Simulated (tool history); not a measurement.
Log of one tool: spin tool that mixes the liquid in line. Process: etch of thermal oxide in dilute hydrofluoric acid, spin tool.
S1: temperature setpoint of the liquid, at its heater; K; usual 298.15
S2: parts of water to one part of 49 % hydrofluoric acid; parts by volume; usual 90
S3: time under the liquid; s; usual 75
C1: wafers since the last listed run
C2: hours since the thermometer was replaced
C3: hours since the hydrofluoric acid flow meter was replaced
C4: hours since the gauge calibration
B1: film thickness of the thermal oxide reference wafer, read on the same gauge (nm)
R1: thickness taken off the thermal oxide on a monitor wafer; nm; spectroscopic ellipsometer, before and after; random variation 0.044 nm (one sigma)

| run | hour | S1 | S2 | S3 | C1 | C2 | C3 | C4 | B1 | R1 |
|---|---|---|---|---|---|---|---|---|---|---|
| 1 | 0 | 296.15 | 90 | 75 | 0 | 1958.7 | 1738.4 | 865 | 119.992 | 3.928 |
| 2 | 33.7 | 296.15 | 90 | 75 | 318 | 1992.4 | 1772.1 | 898.7 | 119.946 | 4.021 |
| 3 | 56.6 | 298.15 | 60 | 75 | 216 | 2015.3 | 1795 | 921.6 | 119.995 | 6.777 |
| 4 | 84 | 298.15 | 90 | 75 | 259 | 2042.7 | 1822.4 | 949 | 120.007 | 4.313 |
|  | 90.6 | thermometer replaced |
|  | 104.6 | hydrofluoric acid flow meter replaced |
| 5 | 133.6 | 294.15 | 90 | 75 | 450 | 43 | 29 | 998.6 | 120.021 | 3.951 |
| 6 | 146.6 | 294.15 | 90 | 75 | 122 | 56 | 42 | 1011.6 | 120.04 | 3.917 |
| 7 | 177.4 | 298.15 | 90 | 55 | 291 | 86.8 | 72.8 | 1042.4 | 120.041 | 3.373 |
| 8 | 197.6 | 298.15 | 90 | 55 | 191 | 107 | 93 | 1062.6 | 120.022 | 3.346 |
| 9 | 229 | 298.15 | 90 | 55 | 296 | 138.4 | 124.4 | 1094 | 119.987 | 3.427 |
|  | 242.5 | gauge calibrated |
| 10 | 256 | 296.15 | 65 | 75 | 255 | 165.4 | 151.4 | 13.5 | 119.991 | 5.962 |
| 11 | 273.4 | 298.15 | 90 | 40 | 164 | 182.8 | 168.8 | 30.9 | 119.959 | 2.451 |
| 12 | 288.1 | 296.15 | 90 | 50 | 139 | 197.5 | 183.5 | 45.6 | 119.952 | 2.784 |
| 13 | 310.3 | 303.15 | 90 | 110 | 209 | 219.7 | 205.7 | 67.8 | 120.019 | 8.063 |
| 14 | 324.1 | 298.15 | 90 | 75 | 130 | 233.5 | 219.5 | 81.6 | 119.965 | 4.611 |
| 15 | 354.4 | 296.15 | 90 | 75 | 286 | 263.8 | 249.8 | 111.9 | 120.021 | 4.197 |
| 16 | 386.9 | 298.15 | 90 | 75 | 307 | 296.3 | 282.3 | 144.4 | 119.964 | 4.568 |
| 17 | 411.3 | 293.15 | 65 | 75 | 230 | 320.7 | 306.7 | 168.8 | 120.021 | 5.278 |
| 18 | 443.4 | 293.65 | 115 | 75 | 303 | 352.8 | 338.8 | 200.9 | 119.998 | 2.839 |
| 19 | 514.4 | 299.65 | 80 | 95 | 671 | 423.8 | 409.8 | 271.9 | 119.984 | 6.959 |
| 20 | 531.7 | 298.15 | 90 | 75 | 163 | 441.1 | 427.1 | 289.2 | 119.995 | 4.504 |
| 21 | 547 | 294.15 | 105 | 120 | 144 | 456.4 | 442.4 | 304.5 | 120.018 | 5.146 |
| 22 | 568.7 | 298.15 | 90 | 75 | 205 | 478.1 | 464.1 | 326.2 | 119.991 | 4.498 |
| 23 | 586.8 | 298.15 | 90 | 75 | 171 | 496.2 | 482.2 | 344.3 | 119.962 | 4.538 |
| 24 | 613 | 301.65 | 90 | 75 | 247 | 522.4 | 508.4 | 370.5 | 119.995 | 5.15 |
| 25 | 642 | 298.15 | 135 | 75 | 274 | 551.4 | 537.4 | 399.5 | 120.019 | 2.821 |
| 26 | 659 | 298.15 | 90 | 35 | 160 | 568.4 | 554.4 | 416.5 | 120.012 | 2.067 |
| 27 | 676.3 | 294.15 | 70 | 110 | 163 | 585.7 | 571.7 | 433.8 | 120.015 | 7.415 |
| 28 | 701.5 | 293.65 | 90 | 115 | 238 | 610.9 | 596.9 | 459 | 120.002 | 5.781 |
| 29 | 734.1 | 299.65 | 90 | 75 | 308 | 643.5 | 629.5 | 491.6 | 120.041 | 4.779 |
| 30 | 753.5 | 298.15 | 90 | 75 | 183 | 662.9 | 648.9 | 511 | 120.04 | 4.516 |
| 31 | 770.2 | 298.15 | 90 | 75 | 157 | 679.6 | 665.6 | 527.7 | 120.016 | 4.575 |
| 32 | 805.3 | 295.15 | 130 | 35 | 331 | 714.7 | 700.7 | 562.8 | 120.025 | 1.217 |
| 33 | 834.1 | 294.65 | 90 | 75 | 272 | 743.5 | 729.5 | 591.6 | 120.053 | 3.878 |
| 34 | 858.9 | 298.15 | 90 | 75 | 234 | 768.3 | 754.3 | 616.4 | 119.964 | 4.489 |

4 ways to go on from here, each from the tool as it stands after run 34. What would each give?
| A | 859.3 | 298.15 | 90 | 110 | 3 | 768.7 | 754.7 | 616.8 | ? | ? |
| B | 859.3 | 298.15 | 130 | 30 | 3 | 768.7 | 754.7 | 616.8 | ? | ? |
| C | 859.3 | 302.15 | 90 | 55 | 3 | 768.7 | 754.7 | 616.8 | ? | ? |
| D | 859.3 | 298.15 | 105 | 35 | 3 | 768.7 | 754.7 | 616.8 | ? | ? |

| run | B1 | R1 |
|---|---|---|
| A | 119.979 | 6.621 |
| B | 119.979 | 1.188 |
| C | 119.979 | 3.866 |
| D | 119.979 | 1.771 |
Without the tool's hidden state the same runs would have given:
| run | R1 |
|---|---|
| A | 6.884 |
| B | 1.237 |
| C | 4.021 |
| D | 1.842 |

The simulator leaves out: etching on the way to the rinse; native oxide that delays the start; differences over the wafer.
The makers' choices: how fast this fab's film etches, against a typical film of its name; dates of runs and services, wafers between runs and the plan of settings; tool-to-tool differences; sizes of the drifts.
